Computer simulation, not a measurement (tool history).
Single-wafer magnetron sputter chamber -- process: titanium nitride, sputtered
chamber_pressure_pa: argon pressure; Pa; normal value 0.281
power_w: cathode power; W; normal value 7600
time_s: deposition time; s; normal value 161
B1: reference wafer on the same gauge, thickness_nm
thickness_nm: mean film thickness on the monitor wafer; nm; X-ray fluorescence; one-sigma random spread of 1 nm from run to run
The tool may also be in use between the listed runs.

Run 1, hour 0: usual settings but time_s 143 s; B1 227.328. Result: thickness_nm 213.081 nm.
At hour 59.4: sputter target and shields replaced.
Run 2, hour 59.9: usual settings but time_s 143 s; B1 226.978. Result: thickness_nm 217.115 nm.
Run 3, hour 106.8: usual settings but time_s 143 s; B1 226.814. Result: thickness_nm 217.101 nm.
Run 4, hour 176.3: usual settings but time_s 137 s; B1 226.64. Result: thickness_nm 207.623 nm.
Run 5, hour 245: usual settings but time_s 137 s; B1 226.823. Result: thickness_nm 207.686 nm.
Run 6, hour 327.3: usual settings but time_s 137 s; B1 226.785. Result: thickness_nm 208.311 nm.
At hour 367.7: gauge calibrated.
Run 7, hour 417.5: usual settings; B1 226.805. Result: thickness_nm 243.199 nm.
At hour 463.6: magnet pack replaced.
Run 8, hour 523.8: usual settings; B1 227.139. Result: thickness_nm 242.412 nm.
Run 9, hour 623.5: usual settings but chamber_pressure_pa 0.353 Pa, power_w 5900 W, time_s 133 s; B1 227.331. Result: thickness_nm 150.677 nm.
Run 10, hour 695.1: usual settings but chamber_pressure_pa 0.182 Pa; B1 226.932. Result: thickness_nm 248.105 nm.
At hour 731.8: capacitance manometer re-zeroed and calibrated.
At hour 793.3: sputter target and shields replaced.
Run 11, hour 793.8: usual settings but chamber_pressure_pa 0.353 Pa, power_w 5900 W, time_s 133 s; B1 226.821. Result: thickness_nm 152.692 nm.
Run 12, hour 867: usual settings but chamber_pressure_pa 0.319 Pa, power_w 8850 W, time_s 140 s; B1 227.107. Result: thickness_nm 244.248 nm.
At hour 902.3: gauge calibrated.
Run 13, hour 916.7: usual settings but chamber_pressure_pa 0.186 Pa, power_w 9300 W, time_s 173 s; B1 226.814. Result: thickness_nm 333.801 nm.
Run 14, hour 971.9: usual settings but time_s 137 s; B1 227.111. Result: thickness_nm 208.61 nm.
Run 15, hour 1055.1: usual settings but chamber_pressure_pa 0.332 Pa, power_w 8850 W, time_s 136 s; B1 227.014. Result: thickness_nm 234.107 nm.

Predict each of these 4 candidate next runs independently; none follows another, all start after run 15:
Run A, hour 1055.5: usual settings; B1 ?. Result: thickness_nm ?.
Run B, hour 1055.5: usual settings but chamber_pressure_pa 0.38 Pa, power_w 6500 W, time_s 146 s; B1 ?. Result: thickness_nm ?.
Run C, hour 1055.5: usual settings but chamber_pressure_pa 0.171 Pa, power_w 6600 W; B1 ?. Result: thickness_nm ?.
Run D, hour 1055.5: usual settings but chamber_pressure_pa 0.358 Pa; B1 ?. Result: thickness_nm ?.

run       B1  thickness_nm
  A  226.925       242.951
  B  226.925       181.147
  C  226.925       220.572
  D  226.925       235.606
The same runs, with their run-to-run variation unchanged, on a tool lacking any hidden condition would have given:
run  thickness_nm
  A       244.736
  B       182.478
  C       222.193
  D       237.338
